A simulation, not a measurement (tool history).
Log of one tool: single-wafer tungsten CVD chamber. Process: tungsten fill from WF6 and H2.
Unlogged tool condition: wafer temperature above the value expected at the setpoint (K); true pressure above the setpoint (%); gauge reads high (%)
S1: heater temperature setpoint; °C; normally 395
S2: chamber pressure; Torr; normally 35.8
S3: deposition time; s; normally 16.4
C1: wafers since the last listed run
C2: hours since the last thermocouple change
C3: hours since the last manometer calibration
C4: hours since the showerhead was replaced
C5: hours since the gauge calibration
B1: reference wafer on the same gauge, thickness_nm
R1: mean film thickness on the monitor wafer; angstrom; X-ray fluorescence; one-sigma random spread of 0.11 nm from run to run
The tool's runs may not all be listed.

run     day   S1    S2    S3   C1      C2      C3      C4     C5      B1      R1
  1       0  395  33.3  16.4    0  2378.6  2881.4  2854.6    108  46.458  393.54
  2   0.458  395    33  13.8  335  2389.6  2892.4  2865.6    119  46.355  331.01
  3   0.871  395    33  13.8  302  2399.5  2902.3  2875.5  128.9  46.413   328.7
  4   1.217  395  35.8  16.4  253  2407.8  2910.6  2883.8  137.2  46.383  403.47
  5   1.746  390  35.8  16.4  387  2420.5  2923.3  2896.5  149.9  46.434  357.36
  6   2.367  390  35.8  16.4  455  2435.4  2938.2  2911.4  164.8   46.37  358.62
  7   2.679  390  35.8  16.4  229  2442.9  2945.7  2918.9  172.3  46.434  357.58
  8   3.146  395  35.8  16.4  342  2454.1  2956.9  2930.1  183.5  46.406  401.57
  9   3.408  395  35.8  16.4  192  2460.4  2963.2  2936.4  189.8  46.405  399.92
 10   3.775  395  35.8  16.4  268  2469.2    2972  2945.2  198.6  46.393  397.87
 11   4.308  406  39.2  16.4  390    2482  2984.8    2958  211.4  46.373  522.06
 12    4.65  406  39.2  16.4  250  2490.2    2993  2966.2  219.6  46.389  520.07
 13   5.171  395  35.8  18.2  381  2502.7  3005.5  2978.7  232.1  46.349  440.59
 14   5.733  395    33  13.8  412  2516.2    3019  2992.2  245.6  46.402  323.86
      5.892  -- gauge calibrated
 15   6.079  386  43.5  13.7  253  2524.5  3027.3  3000.5    4.5  46.421  289.36
      7.162  -- thermocouple changed; heater temperature recalibrated
 16   7.183  395  35.8  16.4  565     0.5  3053.8    3027     31  46.373  453.01
 17   7.596  389  29.6  17.4  302    10.4  3063.7  3036.9   40.9  46.415  394.09
      8.054  -- showerhead replaced
 18   8.267  395  38.5  16.4  247    26.5  3079.8     5.1     57  46.405  464.24
 19   8.708  395  35.8  17.9  323    37.1  3090.4    15.7   67.6  46.356  494.85
 20   9.225  395  35.8  16.4  378    49.5  3102.8    28.1     80  46.367  452.98
 21   9.633  395  35.8  16.4  299    59.3  3112.6    37.9   89.8  46.415  453.45
     10.088  -- capacitance manometer re-zeroed and calibrated
 22  10.379  409  43.9    15  302    77.2       7    55.8  107.7   46.37  591.49
 23   10.65  406  42.9  14.4  198    83.7    13.5    62.3  114.2  46.377  530.46
 24  11.129  395  38.1  16.4  351    95.2      25    73.8  125.7  46.428  463.45
 25    11.8  382  28.2  18.7  491   111.3    41.1    89.9  141.8  46.391  357.12
 26  12.354  395  35.8  16.4  406   124.6    54.4   103.2  155.1  46.373  452.69
 27  12.642  395  43.5  16.4  210   131.5    61.3   110.1    162  46.442  485.72

Forecast each of these 4 alternatives for the next run:
  A  12.658  395  35.8  16.4  12  131.9  61.7  110.5  162.4   ?   ?
  B  12.658  406  33.2  17.5  12  131.9  61.7  110.5  162.4   ?   ?
  C  12.658  385  33.4  16.4  12  131.9  61.7  110.5  162.4   ?   ?
  D  12.658  395    31  16.4  12  131.9  61.7  110.5  162.4   ?   ?

run      B1      R1
  A  46.378  451.17
  B  46.378   588.4
  C  46.378  352.96
  D  46.378   429.2
Stripped of hidden state, with their random variation kept, the same runs would have yielded:
run      R1
  A  452.24
  B   589.7
  C  353.85
  D  430.23
